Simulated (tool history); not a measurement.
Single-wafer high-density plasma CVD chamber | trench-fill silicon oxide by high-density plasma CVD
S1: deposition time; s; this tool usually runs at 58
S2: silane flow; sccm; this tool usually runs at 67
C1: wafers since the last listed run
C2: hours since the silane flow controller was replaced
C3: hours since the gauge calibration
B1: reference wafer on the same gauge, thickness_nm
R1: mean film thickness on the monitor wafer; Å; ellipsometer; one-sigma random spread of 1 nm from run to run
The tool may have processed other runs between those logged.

{"run": 1, "day": 0.0, "S1": 58, "S2": 67, "C1": 0, "C2": 1833.2, "C3": 474.4, "B1": 363.121, "R1": 3419.52}
{"run": 2, "day": 3.942, "S1": 58, "S2": 67, "C1": 2123, "C2": 1927.8, "C3": 569, "B1": 362.956, "R1": 3409.88}
{"run": 3, "day": 6.246, "S1": 58, "S2": 67, "C1": 1241, "C2": 1983.1, "C3": 624.3, "B1": 362.965, "R1": 3399.03}
{"run": 4, "day": 8.038, "S1": 58, "S2": 67, "C1": 965, "C2": 2026.1, "C3": 667.3, "B1": 363.072, "R1": 3404.31}
{"run": 5, "day": 9.675, "S1": 52, "S2": 67, "C1": 882, "C2": 2065.4, "C3": 706.6, "B1": 362.742, "R1": 3047.25}
{"run": 6, "day": 21.283, "S1": 52, "S2": 67, "C1": 6252, "C2": 2344, "C3": 985.2, "B1": 362.97, "R1": 3034.03}
{"run": 7, "day": 24.367, "S1": 58, "S2": 67, "C1": 1660, "C2": 2418, "C3": 1059.2, "B1": 362.955, "R1": 3362.87}
{"run": 8, "day": 28.767, "S1": 58, "S2": 67, "C1": 2370, "C2": 2523.6, "C3": 1164.8, "B1": 362.939, "R1": 3378.84}
{"run": 9, "day": 31.917, "S1": 55.4, "S2": 67, "C1": 1696, "C2": 2599.2, "C3": 1240.4, "B1": 363.036, "R1": 3218.19}
{"run": 10, "day": 34.05, "S1": 58, "S2": 67, "C1": 1149, "C2": 2650.4, "C3": 1291.6, "B1": 362.898, "R1": 3391.24}
{"run": 11, "day": 37.696, "S1": 58, "S2": 67, "C1": 1963, "C2": 2737.9, "C3": 1379.1, "B1": 363.069, "R1": 3382.42}
{"run": 12, "day": 41.875, "S1": 58, "S2": 67, "C1": 2251, "C2": 2838.2, "C3": 1479.4, "B1": 363.19, "R1": 3373.82}
{"run": 13, "day": 45.875, "S1": 58, "S2": 67, "C1": 2154, "C2": 2934.2, "C3": 1575.4, "B1": 362.855, "R1": 3353.26}
{"run": 14, "day": 48.421, "S1": 58, "S2": 67, "C1": 1371, "C2": 2995.3, "C3": 1636.5, "B1": 363.168, "R1": 3337.18}
{"day": 51.021, "done": "gauge calibrated"}
{"day": 57.367, "done": "silane flow controller replaced"}
{"run": 15, "day": 60.967, "S1": 58, "S2": 67, "C1": 6578, "C2": 86.4, "C3": 238.7, "B1": 362.982, "R1": 3503.33}
{"run": 16, "day": 63.762, "S1": 58, "S2": 67, "C1": 1505, "C2": 153.5, "C3": 305.8, "B1": 362.898, "R1": 3519.26}
{"run": 17, "day": 67.675, "S1": 58, "S2": 63, "C1": 2107, "C2": 247.4, "C3": 399.7, "B1": 363.022, "R1": 3276.48}
{"run": 18, "day": 70.817, "S1": 46.7, "S2": 79, "C1": 1692, "C2": 322.8, "C3": 475.1, "B1": 363.185, "R1": 3325.97}
{"run": 19, "day": 73.188, "S1": 65, "S2": 67, "C1": 1277, "C2": 379.7, "C3": 532, "B1": 362.94, "R1": 3901.74}
{"run": 20, "day": 76.221, "S1": 58, "S2": 76, "C1": 1633, "C2": 452.5, "C3": 604.8, "B1": 363.122, "R1": 3943.27}
{"run": 21, "day": 84.838, "S1": 63.1, "S2": 67, "C1": 4641, "C2": 659.3, "C3": 811.6, "B1": 363.055, "R1": 3778.85}
{"run": 22, "day": 86.767, "S1": 64.5, "S2": 67, "C1": 1039, "C2": 705.6, "C3": 857.9, "B1": 362.655, "R1": 3854.22}
{"run": 23, "day": 90.817, "S1": 58, "S2": 67, "C1": 2181, "C2": 802.8, "C3": 955.1, "B1": 363.142, "R1": 3478.37}
{"run": 24, "day": 95.079, "S1": 58, "S2": 67, "C1": 2295, "C2": 905.1, "C3": 1057.4, "B1": 363.082, "R1": 3445.6}
{"run": 25, "day": 98.321, "S1": 48.8, "S2": 67, "C1": 1746, "C2": 982.9, "C3": 1135.2, "B1": 362.945, "R1": 2905.76}
{"run": 26, "day": 100.725, "S1": 58, "S2": 67, "C1": 1294, "C2": 1040.6, "C3": 1192.9, "B1": 363.089, "R1": 3456.61}
{"run": 27, "day": 103.404, "S1": 61.9, "S2": 67, "C1": 1443, "C2": 1104.9, "C3": 1257.2, "B1": 362.884, "R1": 3686.4}
{"run": 28, "day": 105.733, "S1": 48.3, "S2": 67, "C1": 1254, "C2": 1160.8, "C3": 1313.1, "B1": 363.072, "R1": 2869.48}
{"run": 29, "day": 108.417, "S1": 50.3, "S2": 58, "C1": 1445, "C2": 1225.2, "C3": 1377.5, "B1": 363.071, "R1": 2594.89}
{"run": 30, "day": 112.0, "S1": 58, "S2": 67, "C1": 1930, "C2": 1311.2, "C3": 1463.5, "B1": 362.942, "R1": 3449.35}
{"day": 113.158, "done": "gauge calibrated"}
{"run": 31, "day": 118.233, "S1": 49.6, "S2": 73, "C1": 3357, "C2": 1460.8, "C3": 121.8, "B1": 363.094, "R1": 3199.68}
{"run": 32, "day": 120.333, "S1": 66.6, "S2": 67, "C1": 1131, "C2": 1511.2, "C3": 172.2, "B1": 362.895, "R1": 3943.72}

Some steps in R1, run to run, broken into two amounts with sign: the step expected even without the hidden condition (settings, incoming material, random variation), and the rest, left for the hidden condition together with whatever gauge scatter is not in both the measured and the hidden-condition-free result:
Hidden state present: delivered silane flow above the setpoint (%); gauge reads high (%).
Run 14 -> 15: gauge calibrated, silane flow controller replaced. R1 +166.15 Å: hidden state +134.77, all else +31.38.
Run 27 -> 28: S1 61.9 -> 48.3. R1 -816.92 Å: hidden state +7.38, all else -824.3.
Run 29 -> 30: S1 50.3 -> 58, S2 58 -> 67. R1 +854.46 Å: hidden state -15.19, all else +869.65.
Run 31 -> 32: S1 49.6 -> 66.6, S2 73 -> 67. R1 +744.04 Å: hidden state -14.77, all else +758.81.
